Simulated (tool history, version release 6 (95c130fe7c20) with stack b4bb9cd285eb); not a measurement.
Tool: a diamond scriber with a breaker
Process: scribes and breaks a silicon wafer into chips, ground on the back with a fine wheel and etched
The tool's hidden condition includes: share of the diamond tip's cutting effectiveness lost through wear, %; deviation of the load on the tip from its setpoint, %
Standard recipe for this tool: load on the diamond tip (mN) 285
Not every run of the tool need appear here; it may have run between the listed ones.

run      day  load on the diamond tip (mN)  wafers since the last listed run  hours since the diamond tip was replaced  hours since the load on the tip was calibrated  incoming depth of the damage left on the back of the incoming wafer, um  depth of the median crack under the scribed line (µm)  chips rejected at inspection after the break (%)
  1    0.000                           285                                 0                                     400.5                                          1370.8                                                                     0.57                                                   9.87                                             10.63
       2.204  -- load on the tip recalibrated
  2    2.842                           285                               268                                     468.7                                            15.3                                                                     0.72                                                  10.56                                              3.74
  3    6.279                           285                               334                                     551.2                                            97.8                                                                     0.34                                                  10.31                                              4.84
       6.662  -- diamond tip replaced by a new one
  4    7.900                           325                               149                                      29.7                                           136.7                                                                     0.69                                                  12.39                                              5.28
  5   12.179                           285                               416                                     132.4                                           239.4                                                                     0.75                                                  10.60                                              2.56
  6   14.854                           285                               260                                     196.6                                           303.6                                                                     0.38                                                  10.66                                              3.76
  7   16.988                           231                               207                                     247.8                                           354.8                                                                     0.32                                                   8.57                                             24.16
  8   19.679                           231                               261                                     312.4                                           419.4                                                                     0.69                                                   8.74                                             27.28
      31.242  -- diamond tip replaced by a new one
  9   31.742                           231                              1164                                      12.0                                           708.9                                                                     0.74                                                   8.77                                             24.87
 10   33.267                           285                               148                                      48.6                                           745.5                                                                     0.41                                                  10.57                                              4.16
 11   37.104                           233                               373                                     140.7                                           837.6                                                                     0.80                                                   8.74                                             30.23
 12   40.871                           233                               366                                     231.1                                           928.0                                                                     0.56                                                   8.73                                             25.31
 13   43.171                           258                               223                                     286.3                                           983.2                                                                     0.73                                                   9.18                                             18.94
 14   46.546                           258                               328                                     367.3                                          1064.2                                                                     0.39                                                   9.12                                             17.45
 15   50.292                           258                               364                                     457.2                                          1154.1                                                                     0.36                                                   9.13                                             18.54
      53.304  -- load on the tip recalibrated
 16   54.783                           285                               428                                     565.0                                            35.5                                                                     0.63                                                  10.40                                              3.92
      55.338  -- diamond tip replaced by a new one
 17   57.500                           285                               256                                      51.9                                           100.7                                                                     0.70                                                  10.96                                              1.77
 18   61.004                           231                               340                                     136.0                                           184.8                                                                     0.59                                                   8.98                                             19.13
 19   63.650                           345                               257                                     199.5                                           248.3                                                                     0.66                                                  12.33                                              6.19
 20   66.129                           320                               241                                     259.0                                           307.8                                                                     0.52                                                  11.40                                              2.21
 21   70.629                           207                               437                                     367.0                                           415.8                                                                     0.67                                                   7.72                                             51.53
 22   77.821                           285                               699                                     539.6                                           588.4                                                                     0.43                                                  10.16                                              8.34
 23   80.050                           363                               216                                     593.1                                           641.9                                                                     0.56                                                  12.15                                              3.50
      80.762  -- diamond tip replaced by a new one
 24   83.196                           285                               297                                      58.4                                           717.4                                                                     0.61                                                  10.73                                              3.33
 25   85.929                           212                               265                                     124.0                                           783.0                                                                     0.76                                                   8.08                                             40.86
 26   89.058                           285                               304                                     199.1                                           858.1                                                                     0.74                                                  10.33                                              4.38
 27   92.458                           345                               330                                     280.7                                           939.7                                                                     0.34                                                  12.01                                              3.06
 28   96.775                           219                               419                                     384.3                                          1043.3                                                                     0.69                                                   7.96                                             46.68
 29   98.812                           242                               198                                     433.2                                          1092.2                                                                     0.49                                                   8.65                                             26.46
     100.212  -- diamond tip replaced by a new one
 30  102.117                           237                               313                                      45.7                                          1171.5                                                                     0.68                                                   8.93                                             20.62
     105.738  -- load on the tip recalibrated
 31  105.975                           250                               367                                     138.3                                             5.7                                                                     0.62                                                   9.73                                             10.16
 32  108.971                           226                               291                                     210.2                                            77.6                                                                     0.36                                                   8.87                                             22.94
 33  112.454                           225                               338                                     293.8                                           161.2                                                                     0.51                                                   8.34                                             29.59

What if the next run were any one of these 5? Each begins from the tool's condition after run 33:
  A  112.479                           285                                 2                                     294.4                                           161.8                                                                     0.66                                                      ?                                                 ?
  B  112.479                           315                                 2                                     294.4                                           161.8                                                                     0.66                                                      ?                                                 ?
  C  112.479                           236                                 2                                     294.4                                           161.8                                                                     0.66                                                      ?                                                 ?
  D  112.479                           238                                 2                                     294.4                                           161.8                                                                     0.66                                                      ?                                                 ?
  E  112.479                           245                                 2                                     294.4                                           161.8                                                                     0.66                                                      ?                                                 ?

run  depth of the median crack under the scribed line (µm)  chips rejected at inspection after the break (%)
  A                                                  10.58                                              4.17
  B                                                  11.50                                              1.87
  C                                                   9.00                                             22.61
  D                                                   9.06                                             21.47
  E                                                   9.30                                             17.72
Had the tool no hidden state, the same runs would have come out as:
run  depth of the median crack under the scribed line (µm)  chips rejected at inspection after the break (%)
  A                                                  11.41                                              1.85
  B                                                  12.40                                              4.63
  C                                                   9.70                                             12.14
  D                                                   9.77                                             11.26
  E                                                  10.03                                              8.52

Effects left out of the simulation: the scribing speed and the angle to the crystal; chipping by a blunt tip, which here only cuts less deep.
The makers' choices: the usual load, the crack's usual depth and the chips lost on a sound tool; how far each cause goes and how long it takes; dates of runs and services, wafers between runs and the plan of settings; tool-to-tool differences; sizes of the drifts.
